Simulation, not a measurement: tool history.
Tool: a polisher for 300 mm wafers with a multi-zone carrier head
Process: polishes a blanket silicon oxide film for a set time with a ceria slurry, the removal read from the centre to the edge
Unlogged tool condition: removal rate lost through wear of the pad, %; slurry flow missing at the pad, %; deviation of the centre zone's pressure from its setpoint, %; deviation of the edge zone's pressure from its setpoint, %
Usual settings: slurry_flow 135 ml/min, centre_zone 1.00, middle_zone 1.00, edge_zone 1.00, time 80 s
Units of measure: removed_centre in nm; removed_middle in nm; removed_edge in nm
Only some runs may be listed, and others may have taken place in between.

run,day,slurry_flow,centre_zone,middle_zone,edge_zone,time,wafers since the last listed run,wafers polished on this pad,hours since the slurry nozzle was cleaned,hours since the centre zone pressure was calibrated,hours since the edge zone pressure was calibrated,hours since the carrier head's membrane was replaced,"incoming thickness of the incoming film, nm",removed_centre,removed_middle,removed_edge
1,0.000,135,1.00,1.00,0.94,80,0,437,39.9,432.4,1147.5,32.2,1438.0,208.5,208.6,201.9
2,0.429,135,1.00,1.00,0.94,80,139,577,50.2,442.7,1157.8,42.5,1413.2,204.0,209.6,205.3
3,1.862,135,1.00,1.00,0.94,80,466,1043,84.6,477.1,1192.2,76.9,1412.7,202.3,207.4,201.4
# day 2.188: worn pad replaced by a new one
4,2.454,135,1.00,1.00,1.00,80,138,86,98.8,491.3,1206.4,91.1,1422.0,215.5,215.8,214.2
5,3.075,135,1.00,1.00,1.00,80,202,288,113.7,506.2,1221.3,106.0,1402.1,206.2,211.3,212.7
6,3.704,165,1.07,1.09,1.11,80,204,493,128.8,521.3,1236.4,121.1,1401.8,229.6,236.8,225.0
7,4.325,135,1.00,1.00,1.00,80,202,695,143.7,536.2,1251.3,136.0,1396.7,206.2,212.8,209.8
8,4.658,135,1.05,1.00,0.96,80,108,804,151.7,544.2,1259.3,144.0,1431.5,217.1,208.9,205.5
# day 5.188: centre zone pressure recalibrated
# day 5.504: edge zone pressure recalibrated
9,5.838,110,1.00,1.00,1.11,68,329,1134,180.0,15.6,8.0,172.3,1404.3,166.1,172.5,181.8
10,6.283,135,1.00,1.00,1.00,70,145,1279,190.7,26.3,18.7,183.0,1406.8,182.1,181.9,184.1
# day 6.612: worn pad replaced by a new one
11,6.925,135,1.00,1.00,1.00,105,154,101,206.1,41.7,34.1,198.4,1417.8,271.2,280.3,282.5
12,7.275,135,1.00,1.00,1.00,80,113,215,214.5,50.1,42.5,206.8,1425.2,210.2,214.4,213.1
13,7.658,170,1.00,1.09,1.00,80,124,340,223.7,59.3,51.7,216.0,1419.3,214.3,234.2,216.8
14,7.908,135,1.10,0.94,1.00,96,81,421,229.7,65.3,57.7,222.0,1434.9,275.7,238.7,251.0
15,8.412,170,1.08,0.94,1.00,63,164,585,241.8,77.4,69.8,234.1,1419.3,182.6,160.7,168.3
16,8.821,150,0.94,1.00,1.06,80,132,718,251.6,87.2,79.6,243.9,1396.4,193.9,213.8,217.3
17,9.400,175,1.00,0.94,0.95,106,188,907,265.5,101.1,93.5,257.8,1393.6,280.7,272.1,277.5
18,9.708,115,0.97,1.00,0.93,80,100,1007,272.9,108.5,100.9,265.2,1390.6,192.4,200.7,197.4
# day 10.167: worn pad replaced by a new one
19,10.246,160,1.00,1.07,0.93,106,120,26,285.8,121.4,113.8,278.1,1390.9,288.0,311.0,281.1
20,10.692,135,1.12,1.09,1.00,80,145,171,296.5,132.1,124.5,288.8,1426.7,234.9,229.8,215.1
21,11.125,110,1.03,1.04,0.96,80,141,312,306.9,142.5,134.9,299.2,1394.6,207.0,212.6,203.8

Alternative continuations, all from the tool just after run 21; predict every row:
A,11.142,160,1.00,1.00,1.00,80,5,318,307.3,142.9,135.3,299.6,1422.4,?,?,?
B,11.142,95,1.00,1.00,1.00,80,5,318,307.3,142.9,135.3,299.6,1422.4,?,?,?
C,11.142,120,1.00,1.00,1.00,80,5,318,307.3,142.9,135.3,299.6,1422.4,?,?,?
D,11.142,95,1.00,1.05,0.92,95,5,318,307.3,142.9,135.3,299.6,1422.4,?,?,?
E,11.142,165,1.00,1.00,1.07,80,5,318,307.3,142.9,135.3,299.6,1422.4,?,?,?

run,removed_centre,removed_middle,removed_edge
A,215.0,218.9,214.4
B,194.7,200.5,201.6
C,204.2,209.1,207.5
D,231.3,248.2,230.0
E,216.1,219.8,222.3
Without the tool's hidden state the same runs would have given:
run,removed_centre,removed_middle,removed_edge
A,221.7,225.6,221.0
B,200.7,206.7,207.8
C,210.5,215.5,213.9
D,238.5,255.9,237.1
E,222.8,226.6,229.2
